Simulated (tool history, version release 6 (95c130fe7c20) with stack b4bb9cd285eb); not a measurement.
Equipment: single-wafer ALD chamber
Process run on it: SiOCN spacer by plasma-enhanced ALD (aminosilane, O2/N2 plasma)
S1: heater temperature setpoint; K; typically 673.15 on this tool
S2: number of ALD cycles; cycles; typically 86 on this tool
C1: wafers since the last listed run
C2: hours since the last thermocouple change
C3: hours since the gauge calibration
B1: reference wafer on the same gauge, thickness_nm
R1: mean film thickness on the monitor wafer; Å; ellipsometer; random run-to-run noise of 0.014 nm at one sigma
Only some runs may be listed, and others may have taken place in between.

Run 1, day 0.000: usual settings but S1 665.15 K; C1 0; C2 544.1; C3 316.7; B1 4.779. Result: R1 53.94 Å.
Run 2, day 2.883: usual settings; C1 136; C2 613.3; C3 385.9; B1 4.768. Result: R1 53.77 Å.
Run 3, day 4.000: usual settings but S1 681.15 K; C1 52; C2 640.1; C3 412.7; B1 4.763. Result: R1 52.76 Å.
Run 4, day 5.975: usual settings but S1 681.15 K; C1 93; C2 687.5; C3 460.1; B1 4.757. Result: R1 52.41 Å.
Run 5, day 7.400: usual settings but S1 684.15 K; C1 67; C2 721.7; C3 494.3; B1 4.751. Result: R1 51.78 Å.
Run 6, day 8.429: usual settings but S1 684.15 K; C1 48; C2 746.4; C3 519.0; B1 4.746. Result: R1 51.63 Å.
Run 7, day 9.725: usual settings but S1 684.15 K; C1 61; C2 777.5; C3 550.1; B1 4.739. Result: R1 51.92 Å.
Run 8, day 11.192: usual settings but S2 80 cycles; C1 69; C2 812.7; C3 585.3; B1 4.731. Result: R1 49.58 Å.
Run 9, day 12.583: usual settings but S1 662.15 K; C1 65; C2 846.1; C3 618.7; B1 4.727. Result: R1 53.33 Å.
Run 10, day 13.600: usual settings but S1 662.15 K; C1 48; C2 870.5; C3 643.1; B1 4.718. Result: R1 53.22 Å.
Run 11, day 16.446: usual settings but S1 662.15 K; C1 134; C2 938.8; C3 711.4; B1 4.703. Result: R1 52.79 Å.
At day 17.162: gauge calibrated.
Run 12, day 19.008: usual settings but S1 678.15 K; C1 121; C2 1000.3; C3 44.3; B1 4.813. Result: R1 53.47 Å.
Run 13, day 20.600: usual settings but S1 678.15 K; C1 75; C2 1038.5; C3 82.5; B1 4.813. Result: R1 53.27 Å.
Run 14, day 21.842: usual settings but S1 678.15 K; C1 58; C2 1068.3; C3 112.3; B1 4.813. Result: R1 53.45 Å.
Run 15, day 23.562: usual settings but S1 684.15 K; C1 81; C2 1109.6; C3 153.6; B1 4.808. Result: R1 52.78 Å.
Run 16, day 26.308: usual settings but S1 661.15 K, S2 96 cycles; C1 129; C2 1175.5; C3 219.5; B1 4.805. Result: R1 60.19 Å.
Run 17, day 29.054: usual settings but S1 668.15 K, S2 93 cycles; C1 129; C2 1241.4; C3 285.4; B1 4.798. Result: R1 58.29 Å.
Run 18, day 30.612: usual settings; C1 73; C2 1278.8; C3 322.8; B1 4.791. Result: R1 53.90 Å.
Run 19, day 32.238: usual settings; C1 76; C2 1317.8; C3 361.8; B1 4.790. Result: R1 53.78 Å.
Run 20, day 35.158: usual settings but S2 102 cycles; C1 138; C2 1387.9; C3 431.9; B1 4.779. Result: R1 63.77 Å.
At day 38.229: thermocouple changed; heater temperature recalibrated.
Run 21, day 40.271: usual settings but S1 683.15 K, S2 90 cycles; C1 225; C2 49.0; C3 554.6; B1 4.757. Result: R1 54.43 Å.
Run 22, day 42.850: usual settings but S2 96 cycles; C1 121; C2 110.9; C3 616.5; B1 4.742. Result: R1 59.85 Å.
Run 23, day 45.258: usual settings; C1 113; C2 168.7; C3 674.3; B1 4.727. Result: R1 53.20 Å.
Run 24, day 46.733: usual settings but S1 682.15 K; C1 69; C2 204.1; C3 709.7; B1 4.718. Result: R1 51.96 Å.
Run 25, day 48.312: usual settings but S2 100 cycles; C1 74; C2 242.0; C3 747.6; B1 4.710. Result: R1 61.62 Å.
At day 49.883: gauge calibrated.
Run 26, day 50.671: usual settings; C1 111; C2 298.6; C3 18.9; B1 4.822. Result: R1 54.10 Å.
Run 27, day 52.479: usual settings but S1 682.15 K, S2 81 cycles; C1 85; C2 342.0; C3 62.3; B1 4.822. Result: R1 50.00 Å.
Run 28, day 54.588: usual settings but S1 685.15 K, S2 94 cycles; C1 99; C2 392.6; C3 112.9; B1 4.821. Result: R1 57.61 Å.
Run 29, day 56.917: usual settings but S1 682.15 K, S2 95 cycles; C1 110; C2 448.5; C3 168.8; B1 4.816. Result: R1 58.29 Å.

Some steps in R1, run to run, broken into two amounts with sign: the step expected even without the hidden condition (settings, incoming material, random variation), and the rest, left for the hidden condition together with whatever gauge scatter is not in both the measured and the hidden-condition-free result:
What the log doesn't record here: wafer temperature above the value expected at the setpoint (K); gauge reads high (%).
Run 11 -> 12: S1 662.15 -> 678.15, gauge calibrated. R1 +0.68 Å: hidden state +1.25, all else -0.57.
Run 19 -> 20: S2 86 -> 102. R1 +9.99 Å: hidden state -0.20, all else +10.19.
Run 24 -> 25: S1 682.15 -> 673.15, S2 86 -> 100. R1 +9.66 Å: hidden state -0.34, all else +10.00.
Run 25 -> 26: S2 100 -> 86, gauge calibrated. R1 -7.52 Å: hidden state +1.47, all else -8.99.

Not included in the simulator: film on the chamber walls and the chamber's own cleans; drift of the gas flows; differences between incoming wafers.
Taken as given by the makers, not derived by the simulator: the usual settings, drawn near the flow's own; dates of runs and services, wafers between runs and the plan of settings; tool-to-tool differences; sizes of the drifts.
